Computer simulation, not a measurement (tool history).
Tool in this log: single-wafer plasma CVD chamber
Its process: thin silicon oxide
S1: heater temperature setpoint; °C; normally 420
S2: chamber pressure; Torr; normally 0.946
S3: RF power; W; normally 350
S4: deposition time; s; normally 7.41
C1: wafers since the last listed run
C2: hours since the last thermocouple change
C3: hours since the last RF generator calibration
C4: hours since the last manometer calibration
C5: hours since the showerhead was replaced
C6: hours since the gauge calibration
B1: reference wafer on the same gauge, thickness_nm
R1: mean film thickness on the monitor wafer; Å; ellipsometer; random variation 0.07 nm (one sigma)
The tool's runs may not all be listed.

run 1 hour=0 | S1=420 S2=0.946 S3=350 S4=7.41 | C1=0 C2=415.3 C3=1290.8 C4=2276.9 C5=1793.2 C6=192.3 | B1=13.895 | R1=164.73
run 2 hour=112.2 | S1=420 S2=0.946 S3=350 S4=7.41 | C1=4872 C2=527.5 C3=1403 C4=2389.1 C5=1905.4 C6=304.5 | B1=13.918 | R1=165.77
run 3 hour=147 | S1=429 S2=0.946 S3=350 S4=7.41 | C1=1511 C2=562.3 C3=1437.8 C4=2423.9 C5=1940.2 C6=339.3 | B1=13.885 | R1=164.87
run 4 hour=204 | S1=429 S2=0.946 S3=350 S4=7.41 | C1=2475 C2=619.3 C3=1494.8 C4=2480.9 C5=1997.2 C6=396.3 | B1=13.908 | R1=164.89
-- hour=229.4 capacitance manometer re-zeroed and calibrated
run 5 hour=255.4 | S1=429 S2=0.946 S3=350 S4=7.41 | C1=1884 C2=670.7 C3=1546.2 C4=26 C5=2048.6 C6=447.7 | B1=13.87 | R1=159.36
run 6 hour=304 | S1=420 S2=0.946 S3=350 S4=6.83 | C1=2110 C2=719.3 C3=1594.8 C4=74.6 C5=2097.2 C6=496.3 | B1=13.932 | R1=147.46
run 7 hour=334.9 | S1=424 S2=0.946 S3=350 S4=7.41 | C1=1341 C2=750.2 C3=1625.7 C4=105.5 C5=2128.1 C6=527.2 | B1=13.891 | R1=160.27
run 8 hour=390.1 | S1=420 S2=0.946 S3=350 S4=8.45 | C1=2397 C2=805.4 C3=1680.9 C4=160.7 C5=2183.3 C6=582.4 | B1=13.884 | R1=182.31
run 9 hour=416.7 | S1=431 S2=1.14 S3=305 S4=6.97 | C1=1155 C2=832 C3=1707.5 C4=187.3 C5=2209.9 C6=609 | B1=13.904 | R1=154.38
-- hour=430.4 thermocouple changed; heater temperature recalibrated
run 10 hour=479.9 | S1=420 S2=0.946 S3=350 S4=7.41 | C1=2397 C2=49.5 C3=1770.7 C4=250.5 C5=2273.1 C6=672.2 | B1=13.894 | R1=159.55
run 11 hour=535.4 | S1=420 S2=0.946 S3=350 S4=7.41 | C1=2410 C2=105 C3=1826.2 C4=306 C5=2328.6 C6=727.7 | B1=13.917 | R1=160.98
run 12 hour=570.2 | S1=420 S2=0.946 S3=350 S4=7.41 | C1=1511 C2=139.8 C3=1861 C4=340.8 C5=2363.4 C6=762.5 | B1=13.923 | R1=161
run 13 hour=618.3 | S1=420 S2=0.946 S3=350 S4=6.2 | C1=2088 C2=187.9 C3=1909.1 C4=388.9 C5=2411.5 C6=810.6 | B1=13.917 | R1=134.94
run 14 hour=650.8 | S1=420 S2=1.01 S3=280 S4=7.41 | C1=1411 C2=220.4 C3=1941.6 C4=421.4 C5=2444 C6=843.1 | B1=13.92 | R1=150.5
run 15 hour=685.1 | S1=420 S2=1.087 S3=295 S4=7.41 | C1=1489 C2=254.7 C3=1975.9 C4=455.7 C5=2478.3 C6=877.4 | B1=13.866 | R1=159.02
run 16 hour=725.7 | S1=413 S2=0.946 S3=350 S4=6.55 | C1=1763 C2=295.3 C3=2016.5 C4=496.3 C5=2518.9 C6=918 | B1=13.919 | R1=141.84
run 17 hour=761.8 | S1=420 S2=0.785 S3=350 S4=8.2 | C1=1567 C2=331.4 C3=2052.6 C4=532.4 C5=2555 C6=954.1 | B1=13.896 | R1=160.57

Predict the results of run 18:
run 18 hour=799 | S1=420 S2=0.761 S3=350 S4=7.41 | C1=1615 C2=368.6 C3=2089.8 C4=569.6 C5=2592.2 C6=991.3 | B1=? | R1=?

Logged for run 18: B1 13.906, R1 142.64 Å.
Take away the tool's hidden state, keep the run-to-run variation as it was, and the same run would have given R1 142.11 Å.

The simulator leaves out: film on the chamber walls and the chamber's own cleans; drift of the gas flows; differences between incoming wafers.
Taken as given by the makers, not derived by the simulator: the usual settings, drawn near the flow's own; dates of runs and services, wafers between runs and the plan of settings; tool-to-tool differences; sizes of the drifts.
